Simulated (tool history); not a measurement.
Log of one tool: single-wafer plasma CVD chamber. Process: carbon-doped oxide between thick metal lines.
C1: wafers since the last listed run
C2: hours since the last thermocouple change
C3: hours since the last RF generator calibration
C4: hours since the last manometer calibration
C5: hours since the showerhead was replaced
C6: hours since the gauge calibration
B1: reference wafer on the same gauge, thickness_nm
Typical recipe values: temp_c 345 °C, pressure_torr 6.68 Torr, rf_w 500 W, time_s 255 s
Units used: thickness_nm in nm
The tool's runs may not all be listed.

Run 1, hour 0: usual settings; C1 0; C2 1147.6; C3 1841.1; C4 797.8; C5 2507.3; C6 1772; B1 1651.183. Result: thickness_nm 1418.854 nm.
Run 2, hour 313.7: usual settings; C1 2729; C2 1461.3; C3 2154.8; C4 1111.5; C5 2821; C6 2085.7; B1 1650.567. Result: thickness_nm 1415.856 nm.
Run 3, hour 374.8: usual settings; C1 531; C2 1522.4; C3 2215.9; C4 1172.6; C5 2882.1; C6 2146.8; B1 1649.789. Result: thickness_nm 1417.879 nm.
Run 4, hour 464.3: usual settings; C1 778; C2 1611.9; C3 2305.4; C4 1262.1; C5 2971.6; C6 2236.3; B1 1650.395. Result: thickness_nm 1418.758 nm.
Run 5, hour 554.1: usual settings but time_s 279 s; C1 781; C2 1701.7; C3 2395.2; C4 1351.9; C5 3061.4; C6 2326.1; B1 1649.446. Result: thickness_nm 1549.493 nm.
At hour 621.8: thermocouple changed; heater temperature recalibrated.
At hour 740: RF generator calibrated.
Run 6, hour 775.4: usual settings; C1 1786; C2 153.6; C3 35.4; C4 1573.2; C5 3282.7; C6 2547.4; B1 1649.787. Result: thickness_nm 1432.269 nm.
Run 7, hour 824.9: usual settings; C1 430; C2 203.1; C3 84.9; C4 1622.7; C5 3332.2; C6 2596.9; B1 1648.998. Result: thickness_nm 1431.864 nm.
Run 8, hour 885.5: usual settings; C1 527; C2 263.7; C3 145.5; C4 1683.3; C5 3392.8; C6 2657.5; B1 1650.052. Result: thickness_nm 1433.586 nm.
At hour 906.8: showerhead replaced.
Run 9, hour 934: usual settings but pressure_torr 7.29 Torr; C1 352; C2 312.2; C3 194; C4 1731.8; C5 27.2; C6 2706; B1 1650.055. Result: thickness_nm 1433.853 nm.
Run 10, hour 1027.4: usual settings but pressure_torr 7.29 Torr; C1 812; C2 405.6; C3 287.4; C4 1825.2; C5 120.6; C6 2799.4; B1 1649.913. Result: thickness_nm 1437.919 nm.
Run 11, hour 1118.6: usual settings but pressure_torr 7.29 Torr; C1 793; C2 496.8; C3 378.6; C4 1916.4; C5 211.8; C6 2890.6; B1 1649.873. Result: thickness_nm 1430.776 nm.
Run 12, hour 1221.6: usual settings but rf_w 575 W; C1 896; C2 599.8; C3 481.6; C4 2019.4; C5 314.8; C6 2993.6; B1 1650.062. Result: thickness_nm 1522.512 nm.
Run 13, hour 1284.9: usual settings but rf_w 435 W, time_s 289 s; C1 550; C2 663.1; C3 544.9; C4 2082.7; C5 378.1; C6 3056.9; B1 1649.299. Result: thickness_nm 1510.825 nm.
Run 14, hour 1372.3: usual settings but pressure_torr 7.29 Torr; C1 760; C2 750.5; C3 632.3; C4 2170.1; C5 465.5; C6 3144.3; B1 1649.807. Result: thickness_nm 1434.53 nm.
At hour 1415.1: capacitance manometer re-zeroed and calibrated.
Run 15, hour 1451.3: usual settings but temp_c 354 °C; C1 617; C2 829.5; C3 711.3; C4 36.2; C5 544.5; C6 3223.3; B1 1649.14. Result: thickness_nm 1399.868 nm.
Run 16, hour 1515.1: usual settings but temp_c 334 °C, pressure_torr 7.34 Torr, rf_w 545 W, time_s 227 s; C1 555; C2 893.3; C3 775.1; C4 100; C5 608.3; C6 3287.1; B1 1649.748. Result: thickness_nm 1374.291 nm.
At hour 1603.3: gauge calibrated.
Run 17, hour 1796.4: usual settings but temp_c 351 °C, rf_w 450 W; C1 2447; C2 1174.6; C3 1056.4; C4 381.3; C5 889.6; C6 193.1; B1 1650.81. Result: thickness_nm 1331.515 nm.
Run 18, hour 1865.7: usual settings but rf_w 455 W; C1 603; C2 1243.9; C3 1125.7; C4 450.6; C5 958.9; C6 262.4; B1 1648.748. Result: thickness_nm 1369.869 nm.
Run 19, hour 1964.8: usual settings but temp_c 334 °C, time_s 228 s; C1 862; C2 1343; C3 1224.8; C4 549.7; C5 1058; C6 361.5; B1 1649.698. Result: thickness_nm 1313.893 nm.
Run 20, hour 2004.6: usual settings but temp_c 334 °C, pressure_torr 7.34 Torr, rf_w 545 W, time_s 227 s; C1 346; C2 1382.8; C3 1264.6; C4 589.5; C5 1097.8; C6 401.3; B1 1649.872. Result: thickness_nm 1375.772 nm.
At hour 2015.7: thermocouple changed; heater temperature recalibrated.
Run 21, hour 2043: usual settings but temp_c 338 °C, rf_w 585 W; C1 264; C2 27.3; C3 1303; C4 627.9; C5 1136.2; C6 439.7; B1 1649.954. Result: thickness_nm 1553.435 nm.
Run 22, hour 2131: usual settings but pressure_torr 5.95 Torr, time_s 234 s; C1 765; C2 115.3; C3 1391; C4 715.9; C5 1224.2; C6 527.7; B1 1650.059. Result: thickness_nm 1288.133 nm.
Run 23, hour 2183.7: usual settings but temp_c 354 °C, pressure_torr 5.12 Torr, rf_w 445 W, time_s 208 s; C1 458; C2 168; C3 1443.7; C4 768.6; C5 1276.9; C6 580.4; B1 1650.504. Result: thickness_nm 1053.549 nm.
Run 24, hour 2248.2: usual settings; C1 561; C2 232.5; C3 1508.2; C4 833.1; C5 1341.4; C6 644.9; B1 1649.604. Result: thickness_nm 1413.766 nm.
Run 25, hour 2298.8: usual settings but rf_w 455 W; C1 440; C2 283.1; C3 1558.8; C4 883.7; C5 1392; C6 695.5; B1 1650.183. Result: thickness_nm 1349.624 nm.
Run 26, hour 2357.3: usual settings but temp_c 356 °C; C1 509; C2 341.6; C3 1617.3; C4 942.2; C5 1450.5; C6 754; B1 1649.683. Result: thickness_nm 1380.965 nm.
Run 27, hour 2431.9: usual settings; C1 649; C2 416.2; C3 1691.9; C4 1016.8; C5 1525.1; C6 828.6; B1 1649.955. Result: thickness_nm 1413.278 nm.

Forecast each of these 5 alternatives for the next run:
Run A, hour 2432.4: usual settings but pressure_torr 5.19 Torr; C1 4; C2 416.7; C3 1692.4; C4 1017.3; C5 1525.6; C6 829.1; B1 ?. Result: thickness_nm ?.
Run B, hour 2432.4: usual settings but pressure_torr 7.14 Torr; C1 4; C2 416.7; C3 1692.4; C4 1017.3; C5 1525.6; C6 829.1; B1 ?. Result: thickness_nm ?.
Run C, hour 2432.4: usual settings but rf_w 560 W; C1 4; C2 416.7; C3 1692.4; C4 1017.3; C5 1525.6; C6 829.1; B1 ?. Result: thickness_nm ?.
Run D, hour 2432.4: usual settings but pressure_torr 5.84 Torr, rf_w 425 W, time_s 302 s; C1 4; C2 416.7; C3 1692.4; C4 1017.3; C5 1525.6; C6 829.1; B1 ?. Result: thickness_nm ?.
Run E, hour 2432.4: usual settings but temp_c 339 °C, time_s 277 s; C1 4; C2 416.7; C3 1692.4; C4 1017.3; C5 1525.6; C6 829.1; B1 ?. Result: thickness_nm ?.

run        B1  thickness_nm
  A  1649.745      1389.247
  B  1649.745      1416.392
  C  1649.745      1492.488
  D  1649.745      1524.976
  E  1649.745      1556.535
What these runs would have given with no unlogged condition in the tool:
run  thickness_nm
  A      1401.714
  B      1429.103
  C      1505.435
  D      1542.082
  E      1569.793
